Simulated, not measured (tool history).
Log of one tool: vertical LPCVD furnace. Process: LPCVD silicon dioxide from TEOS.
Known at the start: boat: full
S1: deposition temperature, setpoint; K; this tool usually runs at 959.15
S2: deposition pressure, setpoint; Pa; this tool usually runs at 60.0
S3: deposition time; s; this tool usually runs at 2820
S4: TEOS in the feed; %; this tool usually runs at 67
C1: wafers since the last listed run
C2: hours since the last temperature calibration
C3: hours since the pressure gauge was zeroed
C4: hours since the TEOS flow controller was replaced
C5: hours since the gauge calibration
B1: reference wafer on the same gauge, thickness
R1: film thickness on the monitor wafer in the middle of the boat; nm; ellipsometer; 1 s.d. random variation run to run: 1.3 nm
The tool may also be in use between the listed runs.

run	hour	S1	S2	S3	S4	C1	C2	C3	C4	C5	B1	R1
1	0.0	959.15	60.0	2820	67	0	3097.4	2557.9	5220.3	759.9	225.28	268.92
2	96.9	959.15	66.0	2820	67	1588	3194.3	2654.8	5317.2	856.8	224.81	283.88
3	153.8	959.15	66.0	2820	67	933	3251.2	2711.7	5374.1	913.7	224.72	281.99
4	259.5	959.15	60.0	2820	67	1733	3356.9	2817.4	5479.8	1019.4	225.49	268.86
5	348.6	959.15	60.0	2820	67	1461	3446.0	2906.5	5568.9	1108.5	224.88	268.05
6	431.2	959.15	60.0	2820	67	1354	3528.6	2989.1	5651.5	1191.1	224.77	269.26
7	522.7	959.15	60.0	2820	72	1500	3620.1	3080.6	5743.0	1282.6	224.77	280.33
8	600.6	959.15	60.0	2820	67	1277	3698.0	3158.5	5820.9	1360.5	224.95	270.86
9	642.8	959.15	60.0	2430	70	691	3740.2	3200.7	5863.1	1402.7	224.60	238.91
10	697.2	959.15	60.0	2430	70	892	3794.6	3255.1	5917.5	1457.1	224.86	238.25
# hour 745.8: pressure gauge zeroed
11	753.9	966.15	60.0	3210	67	536	3851.3	8.1	5974.2	1513.8	225.22	359.30
12	795.5	966.15	60.0	3210	67	682	3892.9	49.7	6015.8	1555.4	224.83	356.80
13	894.4	966.15	60.0	3210	67	1621	3991.8	148.6	6114.7	1654.3	224.72	353.57
14	982.4	959.15	60.0	2820	74	1442	4079.8	236.6	6202.7	1742.3	225.18	279.63
15	1038.1	959.15	60.0	2820	74	913	4135.5	292.3	6258.4	1798.0	224.65	279.12
16	1083.9	964.15	50.7	2280	67	751	4181.3	338.1	6304.2	1843.8	225.10	222.05
17	1175.1	949.15	73.3	3480	55	1495	4272.5	429.3	6395.4	1935.0	224.74	257.25
18	1219.0	953.15	55.3	3390	72	719	4316.4	473.2	6439.3	1978.9	224.83	274.84
# hour 1258.5: TEOS flow controller replaced
19	1271.4	959.15	56.0	2820	67	465	4368.8	525.6	12.9	2031.3	224.82	256.13
# hour 1299.9: thermocouples replaced and temperature profile calibrated
20	1374.8	959.15	68.7	2820	67	1301	74.9	629.0	116.3	2134.7	225.33	286.80
21	1433.7	966.15	60.0	3210	67	965	133.8	687.9	175.2	2193.6	224.90	355.19
22	1522.9	964.15	60.0	2070	58	1462	223.0	777.1	264.4	2282.8	224.73	203.12
23	1570.4	959.15	55.3	1740	57	778	270.5	824.6	311.9	2330.3	225.30	145.92
# hour 1580.2: gauge calibrated
24	1657.4	959.15	60.0	2820	67	1426	357.5	911.6	398.9	77.2	224.96	268.20
25	1733.1	959.15	60.0	2820	67	1241	433.2	987.3	474.6	152.9	224.48	265.36
26	1790.1	959.15	72.0	2820	67	934	490.2	1044.3	531.6	209.9	224.94	290.63
27	2089.6	959.15	60.0	2160	78	4911	789.7	1343.8	831.1	509.4	225.21	218.29
28	2191.5	959.15	67.3	2820	67	1670	891.6	1445.7	933.0	611.3	225.29	282.77
29	2258.3	962.15	70.0	2070	55	1095	958.4	1512.5	999.8	678.1	225.21	205.26
30	2311.2	959.15	60.0	3900	67	867	1011.3	1565.4	1052.7	731.0	224.83	370.34

Pick out some run-to-run changes in R1. Of each, how much would a tool without hidden state show as well, from the settings, what came in and chance, and how much is left for the hidden state and any gauge scatter not in both results compared?
Hidden conditions of the tool in this case: true tube temperature minus thermocouple reading, K; true pressure minus gauge reading, mTorr; deviation of the TEOS flow from its setpoint, %; gauge reads high (%).
Run 6 -> 7: S4 67 -> 72. R1 +11.07 nm: hidden state +0.59, all else +10.48.
Run 10 -> 11: S1 959.15 -> 966.15, S3 2430 -> 3210, S4 70 -> 67, pressure gauge zeroed. R1 +121.05 nm: hidden state -5.22, all else +126.27.
Run 21 -> 22: S1 966.15 -> 964.15, S3 3210 -> 2070, S4 67 -> 58. R1 -152.07 nm: hidden state -0.19, all else -151.88.
Run 23 -> 24: S2 55.3 -> 60.0, S3 1740 -> 2820, S4 57 -> 67, gauge calibrated. R1 +122.28 nm: hidden state +0.35, all else +121.93.
Run 29 -> 30: S1 962.15 -> 959.15, S2 70.0 -> 60.0, S3 2070 -> 3900, S4 55 -> 67. R1 +165.08 nm: hidden state +1.39, all else +163.69.

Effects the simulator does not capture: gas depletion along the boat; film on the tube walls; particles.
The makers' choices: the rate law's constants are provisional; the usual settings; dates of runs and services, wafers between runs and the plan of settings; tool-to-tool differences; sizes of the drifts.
